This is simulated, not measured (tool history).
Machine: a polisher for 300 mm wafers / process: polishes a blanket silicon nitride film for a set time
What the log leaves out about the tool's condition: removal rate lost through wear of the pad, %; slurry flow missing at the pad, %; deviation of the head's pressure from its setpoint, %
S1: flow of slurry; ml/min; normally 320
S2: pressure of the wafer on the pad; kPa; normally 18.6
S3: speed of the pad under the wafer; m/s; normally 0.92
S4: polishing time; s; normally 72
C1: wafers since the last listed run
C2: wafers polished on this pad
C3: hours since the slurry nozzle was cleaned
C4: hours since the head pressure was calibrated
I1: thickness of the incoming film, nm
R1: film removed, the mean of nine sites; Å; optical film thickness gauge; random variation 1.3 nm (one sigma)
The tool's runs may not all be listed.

run     day   S1    S2    S3  S4   C1   C2     C3     C4     I1    R1
  1       0  320  18.6  0.92  72    0   75   94.1  700.3  578.9  1055
  2   0.446  320  15.9  0.92  72   93  168  104.8    711  586.5   907
  3   1.067  320  15.9  0.92  72  129  298  119.7  725.9  577.7   911
  4   1.383  320  18.6  0.92  72   66  364  127.3  733.5  569.6  1031
  5   1.808  320  18.6  0.92  72   88  453  137.5  743.7  576.4  1076
  6   2.221  320  18.6  0.92  72   86  539  147.4  753.6  580.1  1059
  7   2.925  320  18.6  0.92  72  147  686  164.3  770.5  572.3  1079
  8   3.267  320  18.6     1  72   71  758  172.5  778.7  577.3  1114
  9   3.525  320  18.6     1  72   53  812  178.7  784.9  589.8  1130
 10   3.821  320  18.6  0.92  72   61  874  185.8    792    578  1049
      4.258  -- worn pad replaced by a new one
 11   4.346  320  18.6  0.92  72   74   18  198.4  804.6  579.9  1065
 12    6.45  365  18.6  0.92  72  439  457  248.9  855.1  578.5  1071
 13   6.717  320  18.6  0.92  72   55  513  255.3  861.5  582.5  1069
 14   6.983  320  18.6  0.92  72   55  569  261.7  867.9  577.4  1053
 15   7.588  320  18.6  0.92  72  126  695  276.2  882.4  589.9  1044
 16   7.979  285  18.6  0.92  72   81  777  285.6  891.8  590.6  1047
 17   8.504  320  18.6  0.92  72  109  886  298.2  904.4  573.5  1051
      8.679  -- worn pad replaced by a new one
 18   8.958  320  18.6  0.76  72   60   57  309.1  915.3  578.5   919
 19   9.558  320  18.6  0.84  57  125  183  323.5  929.7  575.7   787
 20   9.867  320  18.6  0.92  50   64  247  330.9  937.1  586.2   732
 21  10.325  320  18.6  0.92  93   95  343  341.9  948.1  573.1  1381
 22  10.621  365  20.7  1.16  48   61  405    349  955.2  581.2   944
 23  11.346  410  16.5  0.74  60  151  556  366.4  972.6  587.1   674
 24    11.6  320  18.6  0.92  72   53  609  372.5  978.7    583  1052
 25  12.017  385  15.2  1.06  88   87  697  382.5  988.7  569.6  1191
     12.246  -- worn pad replaced by a new one
     12.246  -- head pressure recalibrated
 26  12.558  320    20  0.74  72   77   64  395.5    7.5  580.3   972
 27  13.283  320  21.4  0.92  72  151  216  412.9   24.9  582.3  1221

Predict the results of run 28:
     13.792  -- slurry nozzle cleaned
 28  13.892  320  18.6  0.92  50  118  334  2.4  39.5  580.2   ?

{"run 28": {"R1": 715}}
Had the tool carried no hidden state, the very same run would have given R1 715 Å.

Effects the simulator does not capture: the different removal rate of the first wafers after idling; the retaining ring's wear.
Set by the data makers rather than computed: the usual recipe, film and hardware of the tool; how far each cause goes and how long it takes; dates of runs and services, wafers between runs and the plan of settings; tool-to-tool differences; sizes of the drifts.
